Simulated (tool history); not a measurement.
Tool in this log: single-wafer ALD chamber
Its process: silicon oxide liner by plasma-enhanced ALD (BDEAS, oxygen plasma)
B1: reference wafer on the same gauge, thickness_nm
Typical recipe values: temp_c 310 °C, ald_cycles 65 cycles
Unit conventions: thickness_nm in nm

Run 1, hour 0.0: usual settings but ald_cycles 59 cycles; B1 5.815. Result: thickness_nm 5.538 nm.
Run 2, hour 31.9: usual settings but ald_cycles 59 cycles; B1 5.811. Result: thickness_nm 5.552 nm.
Run 3, hour 57.7: usual settings but ald_cycles 59 cycles; B1 5.822. Result: thickness_nm 5.560 nm.
Run 4, hour 88.5: usual settings; B1 5.827. Result: thickness_nm 6.117 nm.
Run 5, hour 110.2: usual settings but ald_cycles 62 cycles; B1 5.831. Result: thickness_nm 5.813 nm.
Run 6, hour 137.0: usual settings but ald_cycles 62 cycles; B1 5.836. Result: thickness_nm 5.867 nm.
Run 7, hour 159.7: usual settings; B1 5.838. Result: thickness_nm 6.148 nm.
Run 8, hour 189.6: usual settings; B1 5.841. Result: thickness_nm 6.165 nm.
Run 9, hour 218.8: usual settings; B1 5.843. Result: thickness_nm 6.161 nm.
Run 10, hour 231.3: usual settings; B1 5.846. Result: thickness_nm 6.122 nm.
Run 11, hour 265.1: usual settings; B1 5.853. Result: thickness_nm 6.143 nm.
Run 12, hour 283.4: usual settings; B1 5.853. Result: thickness_nm 6.144 nm.
Run 13, hour 299.9: usual settings; B1 5.862. Result: thickness_nm 6.153 nm.
Run 14, hour 322.3: usual settings; B1 5.864. Result: thickness_nm 6.149 nm.
Run 15, hour 347.2: usual settings; B1 5.864. Result: thickness_nm 6.169 nm.
Run 16, hour 365.1: usual settings; B1 5.871. Result: thickness_nm 6.141 nm.
Run 17, hour 388.8: usual settings but temp_c 300 °C; B1 5.869. Result: thickness_nm 6.224 nm.
Run 18, hour 406.5: usual settings but temp_c 300 °C; B1 5.875. Result: thickness_nm 6.228 nm.
Run 19, hour 430.4: usual settings but ald_cycles 69 cycles; B1 5.876. Result: thickness_nm 6.595 nm.
Run 20, hour 457.3: usual settings but ald_cycles 69 cycles; B1 5.879. Result: thickness_nm 6.577 nm.
Run 21, hour 485.0: usual settings; B1 5.889. Result: thickness_nm 6.180 nm.
Run 22, hour 508.2: usual settings but ald_cycles 75 cycles; B1 5.896. Result: thickness_nm 7.134 nm.
At hour 529.8: thermocouple changed; heater temperature recalibrated.
Run 23, hour 530.3: usual settings but temp_c 296 °C, ald_cycles 62 cycles; B1 5.895. Result: thickness_nm 6.053 nm.
At hour 559.1: gauge calibrated.
Run 24, hour 573.1: usual settings but temp_c 300 °C, ald_cycles 57 cycles; B1 5.741. Result: thickness_nm 5.374 nm.
Run 25, hour 644.9: usual settings but temp_c 323 °C, ald_cycles 70 cycles; B1 5.755. Result: thickness_nm 6.385 nm.
Run 26, hour 662.8: usual settings but temp_c 324 °C, ald_cycles 52 cycles; B1 5.749. Result: thickness_nm 4.760 nm.
Run 27, hour 678.4: usual settings; B1 5.752. Result: thickness_nm 6.046 nm.
Run 28, hour 700.8: usual settings but temp_c 298 °C; B1 5.755. Result: thickness_nm 6.136 nm.
Run 29, hour 728.5: usual settings but temp_c 322 °C, ald_cycles 72 cycles; B1 5.761. Result: thickness_nm 6.597 nm.
Run 30, hour 746.5: usual settings but temp_c 299 °C; B1 5.753. Result: thickness_nm 6.122 nm.
Run 31, hour 766.2: usual settings; B1 5.767. Result: thickness_nm 6.082 nm.
Run 32, hour 798.8: usual settings; B1 5.769. Result: thickness_nm 6.074 nm.
Run 33, hour 816.2: usual settings but temp_c 302 °C, ald_cycles 54 cycles; B1 5.775. Result: thickness_nm 5.091 nm.
Run 34, hour 847.5: usual settings but ald_cycles 52 cycles; B1 5.778. Result: thickness_nm 4.854 nm.
Run 35, hour 862.5: usual settings but temp_c 299 °C; B1 5.783. Result: thickness_nm 6.158 nm.
Run 36, hour 882.3: usual settings but temp_c 295 °C, ald_cycles 71 cycles; B1 5.781. Result: thickness_nm 6.795 nm.
Run 37, hour 917.2: usual settings but temp_c 306 °C, ald_cycles 61 cycles; B1 5.785. Result: thickness_nm 5.766 nm.
Run 38, hour 949.6: usual settings but temp_c 322 °C, ald_cycles 76 cycles; B1 5.796. Result: thickness_nm 7.014 nm.
Run 39, hour 978.6: usual settings but temp_c 298 °C, ald_cycles 53 cycles; B1 5.792. Result: thickness_nm 5.033 nm.
Run 40, hour 991.7: usual settings but temp_c 319 °C, ald_cycles 75 cycles; B1 5.809. Result: thickness_nm 6.935 nm.
Run 41, hour 1024.7: usual settings; B1 5.805. Result: thickness_nm 6.060 nm.
Run 42, hour 1046.4: usual settings but temp_c 301 °C; B1 5.808. Result: thickness_nm 6.172 nm.
Run 43, hour 1075.6: usual settings; B1 5.818. Result: thickness_nm 6.109 nm.
Run 44, hour 1104.0: usual settings but temp_c 299 °C, ald_cycles 55 cycles; B1 5.819. Result: thickness_nm 5.272 nm.
Run 45, hour 1123.9: usual settings but temp_c 304 °C, ald_cycles 75 cycles; B1 5.821. Result: thickness_nm 7.148 nm.
Run 46, hour 1143.0: usual settings but temp_c 316 °C, ald_cycles 75 cycles; B1 5.823. Result: thickness_nm 7.000 nm.

Exercise: give the hidden state of the tool at every run:
wafer temperature above the value expected at the setpoint (K): 0 in every run
H1: gauge reads high (%)
run        H1
  1      1.11
  2       1.2
  3      1.26
  4      1.34
  5       1.4
  6      1.47
  7      1.53
  8      1.61
  9      1.69
 10      1.72
 11      1.81
 12      1.86
 13       1.9
 14      1.96
 15      2.02
 16      2.07
 17      2.13
 18      2.18
 19      2.24
 20      2.31
 21      2.38
 22      2.44
 23       2.5
 24    -0.238
 25   -0.0502
 26  -0.00325
 27    0.0376
 28    0.0964
 29     0.169
 30     0.216
 31     0.268
 32     0.353
 33     0.399
 34     0.481
 35      0.52
 36     0.572
 37     0.664
 38     0.749
 39     0.825
 40     0.859
 41     0.946
 42         1
 43      1.08
 44      1.15
 45      1.21
 46      1.26
